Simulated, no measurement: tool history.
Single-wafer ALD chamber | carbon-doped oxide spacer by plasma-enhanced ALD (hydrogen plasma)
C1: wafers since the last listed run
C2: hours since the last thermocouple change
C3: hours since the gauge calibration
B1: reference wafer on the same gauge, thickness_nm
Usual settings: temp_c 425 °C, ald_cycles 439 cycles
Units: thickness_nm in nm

Run 1, hour 0.0: usual settings but ald_cycles 461 cycles; C1 0; C2 2204.5; C3 933.6; B1 17.105. Result: thickness_nm 20.193 nm.
Run 2, hour 46.4: usual settings but ald_cycles 461 cycles; C1 54; C2 2250.9; C3 980.0; B1 17.098. Result: thickness_nm 20.128 nm.
Run 3, hour 89.1: usual settings but ald_cycles 461 cycles; C1 50; C2 2293.6; C3 1022.7; B1 17.094. Result: thickness_nm 20.199 nm.
Run 4, hour 136.1: usual settings but ald_cycles 419 cycles; C1 55; C2 2340.6; C3 1069.7; B1 17.093. Result: thickness_nm 18.360 nm.
Run 5, hour 160.2: usual settings but ald_cycles 419 cycles; C1 28; C2 2364.7; C3 1093.8; B1 17.102. Result: thickness_nm 18.173 nm.
Run 6, hour 185.4: usual settings; C1 29; C2 2389.9; C3 1119.0; B1 17.091. Result: thickness_nm 19.231 nm.
Run 7, hour 248.8: usual settings but temp_c 421 °C, ald_cycles 497 cycles; C1 75; C2 2453.3; C3 1182.4; B1 17.093. Result: thickness_nm 22.117 nm.
Run 8, hour 290.3: usual settings but temp_c 421 °C, ald_cycles 497 cycles; C1 49; C2 2494.8; C3 1223.9; B1 17.097. Result: thickness_nm 22.212 nm.
Run 9, hour 333.2: usual settings but ald_cycles 390 cycles; C1 50; C2 2537.7; C3 1266.8; B1 17.101. Result: thickness_nm 17.172 nm.
Run 10, hour 388.7: usual settings but ald_cycles 390 cycles; C1 65; C2 2593.2; C3 1322.3; B1 17.099. Result: thickness_nm 17.168 nm.
Run 11, hour 454.1: usual settings but ald_cycles 390 cycles; C1 77; C2 2658.6; C3 1387.7; B1 17.101. Result: thickness_nm 17.213 nm.
Run 12, hour 519.2: usual settings; C1 77; C2 2723.7; C3 1452.8; B1 17.093. Result: thickness_nm 19.231 nm.
Run 13, hour 568.2: usual settings; C1 58; C2 2772.7; C3 1501.8; B1 17.092. Result: thickness_nm 19.172 nm.
Run 14, hour 614.1: usual settings; C1 54; C2 2818.6; C3 1547.7; B1 17.089. Result: thickness_nm 19.108 nm.
At hour 637.4: thermocouple changed; heater temperature recalibrated.
Run 15, hour 648.7: usual settings; C1 31; C2 11.3; C3 1582.3; B1 17.113. Result: thickness_nm 19.245 nm.
Run 16, hour 686.4: usual settings but temp_c 419 °C; C1 44; C2 49.0; C3 1620.0; B1 17.087. Result: thickness_nm 19.576 nm.
Run 17, hour 804.4: usual settings but temp_c 419 °C; C1 139; C2 167.0; C3 1738.0; B1 17.100. Result: thickness_nm 19.769 nm.
Run 18, hour 842.1: usual settings but temp_c 419 °C; C1 44; C2 204.7; C3 1775.7; B1 17.095. Result: thickness_nm 19.757 nm.
Run 19, hour 866.9: usual settings but ald_cycles 480 cycles; C1 29; C2 229.5; C3 1800.5; B1 17.101. Result: thickness_nm 20.869 nm.
Run 20, hour 898.4: usual settings; C1 37; C2 261.0; C3 1832.0; B1 17.102. Result: thickness_nm 19.107 nm.
Run 21, hour 968.9: usual settings; C1 83; C2 331.5; C3 1902.5; B1 17.090. Result: thickness_nm 19.145 nm.
Run 22, hour 1020.4: usual settings but ald_cycles 415 cycles; C1 61; C2 383.0; C3 1954.0; B1 17.086. Result: thickness_nm 18.283 nm.
Run 23, hour 1085.0: usual settings; C1 76; C2 447.6; C3 2018.6; B1 17.104. Result: thickness_nm 19.131 nm.
Run 24, hour 1142.9: usual settings but ald_cycles 387 cycles; C1 68; C2 505.5; C3 2076.5; B1 17.104. Result: thickness_nm 17.002 nm.
Run 25, hour 1177.7: usual settings but temp_c 421 °C, ald_cycles 497 cycles; C1 41; C2 540.3; C3 2111.3; B1 17.100. Result: thickness_nm 22.111 nm.
Run 26, hour 1214.3: usual settings but temp_c 415 °C, ald_cycles 355 cycles; C1 43; C2 576.9; C3 2147.9; B1 17.101. Result: thickness_nm 16.193 nm.
Run 27, hour 1252.5: usual settings but ald_cycles 393 cycles; C1 45; C2 615.1; C3 2186.1; B1 17.083. Result: thickness_nm 17.238 nm.
Run 28, hour 1309.3: usual settings but temp_c 419 °C, ald_cycles 396 cycles; C1 67; C2 671.9; C3 2242.9; B1 17.089. Result: thickness_nm 17.749 nm.
At hour 1350.2: gauge calibrated.
Run 29, hour 1379.6: usual settings; C1 83; C2 742.2; C3 29.4; B1 17.098. Result: thickness_nm 19.321 nm.
Run 30, hour 1433.2: usual settings but temp_c 435 °C, ald_cycles 400 cycles; C1 63; C2 795.8; C3 83.0; B1 17.100. Result: thickness_nm 16.933 nm.
Run 31, hour 1466.5: usual settings; C1 39; C2 829.1; C3 116.3; B1 17.106. Result: thickness_nm 19.350 nm.
Run 32, hour 1509.8: usual settings but temp_c 430 °C, ald_cycles 414 cycles; C1 51; C2 872.4; C3 159.6; B1 17.100. Result: thickness_nm 17.797 nm.
Run 33, hour 1567.0: usual settings but temp_c 436 °C, ald_cycles 392 cycles; C1 67; C2 929.6; C3 216.8; B1 17.112. Result: thickness_nm 16.484 nm.
Run 34, hour 1629.4: usual settings but temp_c 437 °C; C1 73; C2 992.0; C3 279.2; B1 17.079. Result: thickness_nm 18.381 nm.
Run 35, hour 1683.5: usual settings but temp_c 431 °C, ald_cycles 416 cycles; C1 64; C2 1046.1; C3 333.3; B1 17.104. Result: thickness_nm 17.952 nm.
Run 36, hour 1744.1: usual settings but ald_cycles 389 cycles; C1 71; C2 1106.7; C3 393.9; B1 17.103. Result: thickness_nm 17.026 nm.
Run 37, hour 1799.2: usual settings; C1 65; C2 1161.8; C3 449.0; B1 17.096. Result: thickness_nm 19.308 nm.
Run 38, hour 1844.7: usual settings but temp_c 432 °C, ald_cycles 372 cycles; C1 53; C2 1207.3; C3 494.5; B1 17.090. Result: thickness_nm 15.859 nm.

3 ways to go on from here, each from the tool as it stands after run 38. What would each give?
Run A, hour 1845.8: usual settings but ald_cycles 371 cycles; C1 1; C2 1208.4; C3 495.6; B1 ?. Result: thickness_nm ?.
Run B, hour 1845.8: usual settings but ald_cycles 518 cycles; C1 1; C2 1208.4; C3 495.6; B1 ?. Result: thickness_nm ?.
Run C, hour 1845.8: usual settings but temp_c 440 °C, ald_cycles 490 cycles; C1 1; C2 1208.4; C3 495.6; B1 ?. Result: thickness_nm ?.

run      B1  thickness_nm
  A  17.092        16.226
  B  17.092        22.655
  C  17.092        20.242
Without the tool's hidden state the same runs would have given:
run  thickness_nm
  A        16.226
  B        22.655
  C        20.242
